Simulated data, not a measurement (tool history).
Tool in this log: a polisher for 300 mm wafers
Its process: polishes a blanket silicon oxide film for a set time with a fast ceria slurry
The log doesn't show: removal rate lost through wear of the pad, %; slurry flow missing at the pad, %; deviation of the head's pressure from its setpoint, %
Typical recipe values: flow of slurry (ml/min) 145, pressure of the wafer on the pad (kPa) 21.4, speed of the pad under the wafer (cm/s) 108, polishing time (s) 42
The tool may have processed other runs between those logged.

run,day,flow of slurry (ml/min),pressure of the wafer on the pad (kPa),speed of the pad under the wafer (cm/s),polishing time (s),wafers since the last listed run,wafers polished on this pad,hours since the slurry nozzle was cleaned,hours since the head pressure was calibrated,"incoming thickness of the incoming film, nm",film removed (nm)
1,0.000,145,21.4,108,42,0,289,366.5,525.5,2285.5,840.0
2,0.642,145,21.4,108,42,107,397,381.9,540.9,2279.5,852.9
3,0.904,145,21.4,108,42,44,441,388.2,547.2,2298.4,868.9
4,1.638,145,18.6,108,42,123,565,405.8,564.8,2276.7,728.2
# day 2.458: worn pad replaced by a new one
5,2.479,145,18.6,108,42,113,3,426.0,585.0,2284.0,761.3
6,2.762,145,21.4,108,42,47,50,432.8,591.8,2242.5,853.1
7,3.242,145,21.4,108,42,80,131,444.3,603.3,2264.1,839.0
8,3.767,145,21.4,108,48,88,219,456.9,615.9,2291.1,1007.4
9,4.300,145,21.4,108,48,89,309,469.7,628.7,2271.9,999.2
10,4.567,145,21.4,108,48,44,354,476.1,635.1,2296.5,976.8
11,5.283,145,19.3,108,42,120,474,493.3,652.3,2310.2,787.6
12,5.938,145,21.4,108,42,109,584,509.0,668.0,2290.6,851.9
13,6.617,145,21.4,108,42,114,698,525.3,684.3,2270.2,862.5
# day 6.858: worn pad replaced by a new one
14,7.021,145,25.5,108,42,39,27,535.0,694.0,2284.2,1062.6
15,7.321,145,25.5,108,42,50,77,542.2,701.2,2251.2,1039.8
16,7.850,145,25.5,108,42,88,166,554.9,713.9,2314.0,1054.4
17,8.400,145,21.4,108,42,92,259,568.1,727.1,2293.8,879.5
18,8.942,145,21.4,108,42,91,350,581.1,740.1,2260.4,885.5
19,9.617,125,21.4,108,47,113,463,597.3,756.3,2291.5,949.5
20,10.183,145,21.4,108,42,95,558,610.9,769.9,2283.9,879.9
# day 10.667: worn pad replaced by a new one
21,10.762,165,26.9,122,33,69,16,624.8,783.8,2276.0,1001.4
22,11.342,145,21.4,108,42,97,113,638.7,797.7,2320.1,888.3
# day 11.575: slurry nozzle cleaned
23,11.750,145,21.4,108,42,61,175,4.2,807.5,2280.0,890.9
24,12.250,130,27.6,108,53,84,259,16.2,819.5,2309.3,1399.6
25,12.800,95,21.4,126,42,92,351,29.4,832.7,2294.1,950.5
26,13.304,125,26.2,132,34,84,436,41.5,844.8,2287.9,1041.0
# day 13.550: head pressure recalibrated
27,13.596,175,29.0,108,30,35,471,48.5,1.1,2304.7,802.1
28,14.192,145,21.4,108,42,100,571,62.8,15.4,2281.9,801.7
# day 14.729: worn pad replaced by a new one
29,14.875,145,21.4,108,36,86,24,79.2,31.8,2288.5,685.6
30,15.304,145,21.4,82,57,72,96,89.5,42.1,2283.0,821.2
31,15.958,165,26.9,122,33,109,206,105.2,57.8,2274.5,908.3
32,16.329,145,21.4,72,42,62,269,114.1,66.7,2272.2,534.2
33,16.929,125,21.4,132,42,100,370,128.5,81.1,2257.0,953.1
34,17.583,190,24.8,124,33,109,480,144.2,96.8,2277.0,900.8
35,18.196,95,15.2,108,42,102,583,158.9,111.5,2278.7,526.8
36,18.525,145,21.4,108,42,55,638,166.8,119.4,2281.4,798.6
37,18.862,145,21.4,108,42,56,695,174.9,127.5,2259.6,812.2

Measured result minus the same run's result without the hidden state. Both carry the same run-to-run variation, though not necessarily the same gauge scatter:
run,film removed (nm)
1,+62.3
2,+64.9
3,+66.9
4,+57.8
5,+62.3
6,+70.6
7,+70.7
8,+86.5
9,+87.4
10,+86.3
11,+71.3
12,+78.8
13,+81.5
14,+101.7
15,+100.4
16,+103.6
17,+87.8
18,+89.8
19,+98.2
20,+92.5
21,+106.9
22,+96.3
23,+97.7
24,+155.5
25,+107.1
26,+118.8
27,+10.0
28,+11.7
29,+11.7
30,+15.3
31,+19.0
32,+11.8
33,+23.1
34,+23.9
35,+15.1
36,+23.8
37,+25.1

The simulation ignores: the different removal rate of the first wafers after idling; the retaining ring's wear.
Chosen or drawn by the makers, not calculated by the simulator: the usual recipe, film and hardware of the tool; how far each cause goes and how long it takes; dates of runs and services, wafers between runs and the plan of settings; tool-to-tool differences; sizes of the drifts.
